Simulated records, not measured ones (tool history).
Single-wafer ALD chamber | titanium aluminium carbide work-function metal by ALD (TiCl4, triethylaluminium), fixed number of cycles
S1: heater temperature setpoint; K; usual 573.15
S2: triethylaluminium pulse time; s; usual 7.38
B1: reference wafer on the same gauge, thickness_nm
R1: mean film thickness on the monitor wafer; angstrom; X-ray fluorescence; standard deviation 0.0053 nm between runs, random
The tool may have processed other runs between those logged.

| run | hour | S1 | S2 | B1 | R1 |
|---|---|---|---|---|---|
| 1 | 0.0 | 573.15 | 7.38 | 2.081 | 20.88 |
| 2 | 61.6 | 573.15 | 7.38 | 2.082 | 20.93 |
| 3 | 103.1 | 585.15 | 9.41 | 2.081 | 22.70 |
| 4 | 159.9 | 573.15 | 7.38 | 2.080 | 20.79 |
|  | 169.2 | showerhead replaced |
| 5 | 221.5 | 573.15 | 7.38 | 2.078 | 20.69 |
| 6 | 290.9 | 573.15 | 7.38 | 2.079 | 20.55 |
| 7 | 339.3 | 573.15 | 7.38 | 2.081 | 20.43 |
| 8 | 367.3 | 573.15 | 7.38 | 2.081 | 20.44 |
|  | 379.3 | thermocouple changed; heater temperature recalibrated |
| 9 | 401.8 | 584.15 | 5.52 | 2.079 | 19.50 |
|  | 457.0 | triethylaluminium bottle replaced |
| 10 | 457.5 | 585.15 | 9.41 | 2.079 | 22.81 |
| 11 | 498.4 | 568.15 | 5.86 | 2.080 | 19.63 |
| 12 | 531.5 | 563.15 | 5.64 | 2.081 | 19.00 |
| 13 | 595.8 | 573.15 | 7.38 | 2.078 | 20.98 |
| 14 | 660.5 | 562.15 | 5.69 | 2.082 | 18.86 |
| 15 | 714.9 | 567.15 | 4.95 | 2.079 | 18.38 |
| 16 | 739.8 | 560.15 | 7.38 | 2.080 | 19.84 |
| 17 | 792.0 | 573.15 | 7.38 | 2.080 | 20.77 |
| 18 | 820.6 | 565.15 | 7.38 | 2.080 | 20.03 |
| 19 | 878.5 | 569.15 | 4.80 | 2.078 | 17.91 |
| 20 | 922.6 | 568.15 | 5.86 | 2.080 | 18.85 |
|  | 962.2 | gauge calibrated |
|  | 976.7 | triethylaluminium bottle replaced |
| 21 | 977.2 | 583.15 | 7.38 | 2.080 | 21.82 |
| 22 | 1029.9 | 573.15 | 7.38 | 2.080 | 21.01 |
| 23 | 1097.4 | 558.15 | 8.31 | 2.082 | 20.18 |
| 24 | 1133.9 | 579.15 | 8.48 | 2.081 | 21.93 |
| 25 | 1185.8 | 573.15 | 7.38 | 2.082 | 20.83 |
| 26 | 1218.1 | 584.15 | 5.52 | 2.079 | 20.24 |
| 27 | 1262.4 | 561.15 | 7.38 | 2.079 | 19.90 |
| 28 | 1294.8 | 573.15 | 7.38 | 2.080 | 20.79 |
| 29 | 1320.9 | 568.15 | 8.97 | 2.080 | 21.00 |
| 30 | 1351.0 | 573.15 | 10.15 | 2.082 | 21.67 |
| 31 | 1398.1 | 584.15 | 6.10 | 2.082 | 20.36 |
| 32 | 1468.4 | 573.15 | 7.38 | 2.080 | 20.28 |

Results for each run, recomputed without the tool's hidden state and with each run's random variation untouched:
Hidden conditions of the tool in this case: wafer temperature above the value expected at the setpoint (K); triethylaluminium dose above that of a fresh bottle (%); gauge reads high (%).
| run | R1 |
|---|---|
| 1 | 20.92 |
| 2 | 21.03 |
| 3 | 22.80 |
| 4 | 21.00 |
| 5 | 21.00 |
| 6 | 21.01 |
| 7 | 21.01 |
| 8 | 21.11 |
| 9 | 20.56 |
| 10 | 22.83 |
| 11 | 19.67 |
| 12 | 19.06 |
| 13 | 21.06 |
| 14 | 19.03 |
| 15 | 18.65 |
| 16 | 20.06 |
| 17 | 21.08 |
| 18 | 20.38 |
| 19 | 18.61 |
| 20 | 19.59 |
| 21 | 21.87 |
| 22 | 21.06 |
| 23 | 20.25 |
| 24 | 22.02 |
| 25 | 20.98 |
| 26 | 20.51 |
| 27 | 20.13 |
| 28 | 21.09 |
| 29 | 21.25 |
| 30 | 21.91 |
| 31 | 21.01 |
| 32 | 20.98 |

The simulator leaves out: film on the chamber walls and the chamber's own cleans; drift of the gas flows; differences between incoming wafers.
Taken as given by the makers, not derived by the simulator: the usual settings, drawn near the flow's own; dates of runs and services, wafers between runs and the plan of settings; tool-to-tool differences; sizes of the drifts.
